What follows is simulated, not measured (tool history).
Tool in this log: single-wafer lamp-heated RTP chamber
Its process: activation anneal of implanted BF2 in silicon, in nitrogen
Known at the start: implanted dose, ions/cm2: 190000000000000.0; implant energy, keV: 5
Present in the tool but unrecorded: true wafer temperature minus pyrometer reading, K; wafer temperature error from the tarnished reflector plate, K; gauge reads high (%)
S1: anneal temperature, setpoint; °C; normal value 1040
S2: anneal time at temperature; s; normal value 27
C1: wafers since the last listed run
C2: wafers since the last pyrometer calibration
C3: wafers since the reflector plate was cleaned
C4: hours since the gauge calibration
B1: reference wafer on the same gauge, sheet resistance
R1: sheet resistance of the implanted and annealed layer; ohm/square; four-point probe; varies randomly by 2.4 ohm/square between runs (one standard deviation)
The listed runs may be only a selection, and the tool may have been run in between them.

run   hour    S1  S2   C1    C2    C3     C4      B1      R1
  1    0.0  1040  27    0  1114  1334  125.0  615.19  686.49
  2   31.5  1040  27  363  1478  1697  156.5  614.88  685.71
  3   58.8  1040  34  314  1793  2012  183.8  614.98  674.77
  4   91.4  1040  27  375  2168  2388  216.4  614.82  683.18
  5  114.0  1040  27  260  2429  2648  239.0  615.06  683.08
  6  148.5  1040  27  397  2827  3046  273.5  615.13  680.37
  7  162.1  1040  37  156  2984  3203  287.1  614.49  667.32
  8  186.5  1040  37  281  3265  3485  311.5  615.25  670.37
  9  220.1  1040  37  387  3653  3872  345.1  615.35  667.12
 10  235.7  1062  27  179  3833  4052  360.7  614.51  661.02
 11  249.8  1062  27  162  3995  4215  374.8  615.26  663.99
     272.3  -- reflector plate cleaned
 12  313.4  1062  27  641  4637   473  438.4  614.86  660.01
 13  348.4  1040  18  403  5040   877  473.4  615.60  693.62
 14  375.3  1040  40  310  5350  1187  500.3  615.40  659.34
 15  389.1  1040  40  159  5510  1346  514.1  614.83  661.58
     406.1  -- pyrometer window cleaned and pyrometer calibrated
 16  412.8  1040  40  181    77  1527  537.8  615.05  668.48
 17  433.0  1040  27  232   309  1760  558.0  614.67  683.51
 18  451.2  1063  21  209   519  1970  576.2  615.69  681.39
 19  473.7  1025  16  259   779  2230  598.7  615.57  737.99
 20  505.8  1040  27  370  1149  2600  630.8  614.41  688.64
     517.9  -- gauge calibrated
 21  531.5  1049  32  296  1445  2896   13.6  615.10  669.54
 22  557.4  1016  22  298  1744  3195   39.5  615.43  729.59
 23  576.4  1053  13  219  1963  3414   58.5  615.83  699.43
 24  602.6  1040  40  302  2265  3716   84.7  615.24  669.90
 25  616.6  1024  27  161  2427  3878   98.7  615.76  707.45
 26  632.9  1040  27  187  2615  4066  115.0  613.85  684.38
 27  662.5  1040  22  341  2956  4407  144.6  615.14  693.44
     688.8  -- reflector plate cleaned
 28  690.0  1040  32  224  3181    13  172.1  614.99  671.47
 29  722.2  1064  38  371  3553   384  204.3  615.12  646.35
 30  743.6  1040  27  246  3799   631  225.7  614.06  677.69
 31  779.4  1065  15  412  4212  1044  261.5  615.00  682.23
 32  794.7  1040  21  176  4389  1221  276.8  614.89  687.56
 33  814.7  1048  27  230  4619  1451  296.8  615.35  667.90
 34  828.4  1048  40  158  4777  1609  310.5  614.74  656.21
 35  848.9  1051  27  236  5014  1846  331.0  614.87  668.27

Hidden state at the last listed run before each entry between runs and at the first one after, where it differs:
Runs 11 to 12: reflector plate cleaned (hour 272.3)
  true wafer temperature minus pyrometer reading, K: 8.15 -> 9.47
  difference, measured minus the result without the unlogged condition, R1: -6.49 -> -7.48 ohm/square
Runs 15 to 16: pyrometer window cleaned and pyrometer calibrated (hour 406.1)
  true wafer temperature minus pyrometer reading, K: 11 -> 0.238
  difference, measured minus the result without the unlogged condition, R1: -9.42 -> -0.21 ohm/square
Runs 20 to 21: gauge calibrated (hour 517.9)
  true wafer temperature minus pyrometer reading, K: 2.17 -> 2.7
  difference, measured minus the result without the unlogged condition, R1: -2.30 -> -2.36 ohm/square
Runs 27 to 28: reflector plate cleaned (hour 688.8)
  true wafer temperature minus pyrometer reading, K: 5.41 -> 5.98
  difference, measured minus the result without the unlogged condition, R1: -6.13 -> -5.64 ohm/square

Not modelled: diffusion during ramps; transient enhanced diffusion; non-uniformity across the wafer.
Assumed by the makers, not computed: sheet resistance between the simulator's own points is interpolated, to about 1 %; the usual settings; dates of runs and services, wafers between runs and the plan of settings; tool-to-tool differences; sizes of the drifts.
